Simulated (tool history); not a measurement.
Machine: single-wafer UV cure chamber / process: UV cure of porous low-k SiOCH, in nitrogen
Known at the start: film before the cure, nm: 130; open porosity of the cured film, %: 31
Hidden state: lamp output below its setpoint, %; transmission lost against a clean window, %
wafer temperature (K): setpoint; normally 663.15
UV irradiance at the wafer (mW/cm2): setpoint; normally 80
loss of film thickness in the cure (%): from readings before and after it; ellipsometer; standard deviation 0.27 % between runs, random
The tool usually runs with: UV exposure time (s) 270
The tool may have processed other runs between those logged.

| run | hour | wafer temperature (K) | UV exposure time (s) | UV irradiance at the wafer (mW/cm2) | wafers since the last listed run | hours since the UV bulbs were replaced | wafers since the quartz window was cleaned | loss of film thickness in the cure (%) |
|---|---|---|---|---|---|---|---|---|
| 1 | 0 | 663.15 | 270 | 80 | 0 | 2036.5 | 1466 | 15.178 |
|  | 3.2 | quartz window cleaned |
| 2 | 37.3 | 663.15 | 270 | 80 | 308 | 2073.8 | 308 | 15.89 |
| 3 | 96.7 | 663.15 | 270 | 80 | 538 | 2133.2 | 847 | 16.012 |
| 4 | 153 | 663.15 | 230 | 80 | 510 | 2189.5 | 1357 | 14.864 |
|  | 166.7 | quartz window cleaned |
| 5 | 181.5 | 663.15 | 230 | 80 | 185 | 2218 | 134 | 14.335 |
| 6 | 207.4 | 663.15 | 270 | 80 | 234 | 2243.9 | 368 | 14.802 |
| 7 | 276.8 | 663.15 | 270 | 80 | 628 | 2313.3 | 997 | 14.802 |
|  | 294.1 | UV bulbs replaced |
|  | 334.3 | quartz window cleaned, repeated, since the last time left the tool worse |
| 8 | 345.8 | 648.15 | 270 | 80 | 480 | 51.7 | 104 | 15.893 |
| 9 | 392.7 | 663.15 | 270 | 80 | 425 | 98.6 | 529 | 15.818 |
| 10 | 456.4 | 663.15 | 220 | 116 | 577 | 162.3 | 1107 | 16.374 |
|  | 514.6 | quartz window cleaned |
| 11 | 526.9 | 676.15 | 375 | 54 | 566 | 232.8 | 111 | 16.094 |
| 12 | 577.6 | 663.15 | 270 | 55 | 459 | 283.5 | 570 | 13.622 |
| 13 | 615.2 | 647.15 | 270 | 65 | 340 | 321.1 | 911 | 14.378 |
| 14 | 673.3 | 644.15 | 270 | 80 | 526 | 379.2 | 1438 | 14.906 |

Take each entry between the runs: how does the hidden state at the last listed run before it differ from the hidden state at the first listed run after it?
After run 1, before run 2: quartz window cleaned (hour 3.2)
  transmission lost against a clean window, %: 10.9 -> 0.663
  the result without the hidden state subtracted from the measured one, loss of film thickness in the cure (%): -0.652 -> -0.038
After run 4, before run 5: quartz window cleaned (hour 166.7)
  transmission lost against a clean window, %: 7.97 -> 16.8
  the result without the hidden state subtracted from the measured one, loss of film thickness in the cure (%): -0.473 -> -1.044
After run 7, before run 8: UV bulbs replaced (hour 294.1); quartz window cleaned, repeated, since the last time left the tool worse (hour 334.3)
  transmission lost against a clean window, %: 20.9 -> 0.773
  the result without the hidden state subtracted from the measured one, loss of film thickness in the cure (%): -1.334 -> -0.045
After run 10, before run 11: quartz window cleaned (hour 514.6)
  transmission lost against a clean window, %: 5.85 -> 0.864
  the result without the hidden state subtracted from the measured one, loss of film thickness in the cure (%): -0.344 -> -0.05
